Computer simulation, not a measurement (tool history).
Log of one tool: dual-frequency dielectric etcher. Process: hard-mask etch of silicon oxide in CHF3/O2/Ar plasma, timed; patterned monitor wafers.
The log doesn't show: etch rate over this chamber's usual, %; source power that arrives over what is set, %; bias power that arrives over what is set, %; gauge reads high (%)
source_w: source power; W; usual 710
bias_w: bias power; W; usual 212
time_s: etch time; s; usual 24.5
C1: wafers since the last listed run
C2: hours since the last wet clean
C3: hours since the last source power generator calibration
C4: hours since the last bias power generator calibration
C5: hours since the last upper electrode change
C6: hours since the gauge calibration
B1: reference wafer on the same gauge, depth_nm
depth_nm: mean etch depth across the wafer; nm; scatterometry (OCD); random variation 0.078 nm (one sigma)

Run 1, hour 0: usual settings but time_s 19 s; C1 0; C2 13.8; C3 2270.3; C4 2302.8; C5 5022.6; C6 219.7; B1 50.2. Result: depth_nm 39.6 nm.
Run 2, hour 73.2: usual settings; C1 732; C2 87; C3 2343.5; C4 2376; C5 5095.8; C6 292.9; B1 50.2. Result: depth_nm 50.9 nm.
Run 3, hour 138.1: usual settings; C1 649; C2 151.9; C3 2408.4; C4 2440.9; C5 5160.7; C6 357.8; B1 50.2. Result: depth_nm 50.9 nm.
Run 4, hour 178.5: usual settings but bias_w 184 W; C1 404; C2 192.3; C3 2448.8; C4 2481.3; C5 5201.1; C6 398.2; B1 50.2. Result: depth_nm 48.7 nm.
Run 5, hour 245.6: usual settings but bias_w 184 W; C1 671; C2 259.4; C3 2515.9; C4 2548.4; C5 5268.2; C6 465.3; B1 50.2. Result: depth_nm 48.6 nm.
Run 6, hour 305.8: usual settings but bias_w 184 W; C1 602; C2 319.6; C3 2576.1; C4 2608.6; C5 5328.4; C6 525.5; B1 50.2. Result: depth_nm 48.7 nm.
Run 7, hour 367.6: usual settings but source_w 820 W, bias_w 253 W; C1 618; C2 381.4; C3 2637.9; C4 2670.4; C5 5390.2; C6 587.3; B1 50.2. Result: depth_nm 56.3 nm.
At hour 415.8: source power generator calibrated.
Run 8, hour 435.4: usual settings but source_w 820 W, bias_w 253 W; C1 638; C2 449.2; C3 19.6; C4 2738.2; C5 5458; C6 655.1; B1 50.2. Result: depth_nm 56.8 nm.
At hour 492.6: wet clean of the chamber.
Run 9, hour 493.1: usual settings; C1 337; C2 0.5; C3 77.3; C4 2795.9; C5 5515.7; C6 712.8; B1 50.2. Result: depth_nm 51.5 nm.
Run 10, hour 537.2: usual settings but source_w 640 W, bias_w 243 W; C1 441; C2 44.6; C3 121.4; C4 2840; C5 5559.8; C6 756.9; B1 50.2. Result: depth_nm 52.2 nm.
Run 11, hour 632.9: usual settings but source_w 640 W, bias_w 168 W; C1 957; C2 140.3; C3 217.1; C4 2935.7; C5 5655.5; C6 852.6; B1 50.2. Result: depth_nm 46.1 nm.
At hour 822.8: gauge calibrated.
At hour 870.3: upper electrode replaced.
Run 12, hour 899.7: usual settings but source_w 580 W, bias_w 249 W, time_s 32 s; C1 2429; C2 407.1; C3 483.9; C4 3202.5; C5 29.4; C6 76.9; B1 50.2. Result: depth_nm 66.8 nm.
At hour 948.9: wet clean of the chamber.
At hour 961.5: bias power generator calibrated.
Run 13, hour 979.2: usual settings but source_w 550 W, time_s 31.5 s; C1 515; C2 30.3; C3 563.4; C4 17.7; C5 108.9; C6 156.4; B1 50.2. Result: depth_nm 62.2 nm.
Run 14, hour 1030.3: usual settings but source_w 810 W, time_s 21.5 s; C1 511; C2 81.4; C3 614.5; C4 68.8; C5 160; C6 207.5; B1 50.2. Result: depth_nm 47.6 nm.
Run 15, hour 1134.5: usual settings; C1 1042; C2 185.6; C3 718.7; C4 173; C5 264.2; C6 311.7; B1 50.2. Result: depth_nm 52 nm.
Run 16, hour 1198.6: usual settings but source_w 570 W, bias_w 172 W, time_s 20 s; C1 641; C2 249.7; C3 782.8; C4 237.1; C5 328.3; C6 375.8; B1 50.2. Result: depth_nm 37.2 nm.
Run 17, hour 1301: usual settings but bias_w 187 W; C1 1024; C2 352.1; C3 885.2; C4 339.5; C5 430.7; C6 478.2; B1 50.2. Result: depth_nm 49.8 nm.

Hidden state or all else? Some run-to-run changes of depth_nm, split into what the settings, what came in and random variation would give without the hidden state, and what is left for the hidden state (with any gauge scatter that isn't in both results):
Run 11 -> 12: source_w 640 -> 580, bias_w 168 -> 249, time_s 24.5 -> 32, gauge calibrated, upper electrode replaced. depth_nm +20.7 nm: hidden state -0.6, all else +21.3.
Run 12 -> 13: source_w 580 -> 550, bias_w 249 -> 212, time_s 32 -> 31.5, wet clean of the chamber, bias power generator calibrated. depth_nm -4.6 nm: hidden state +1.1, all else -5.7.
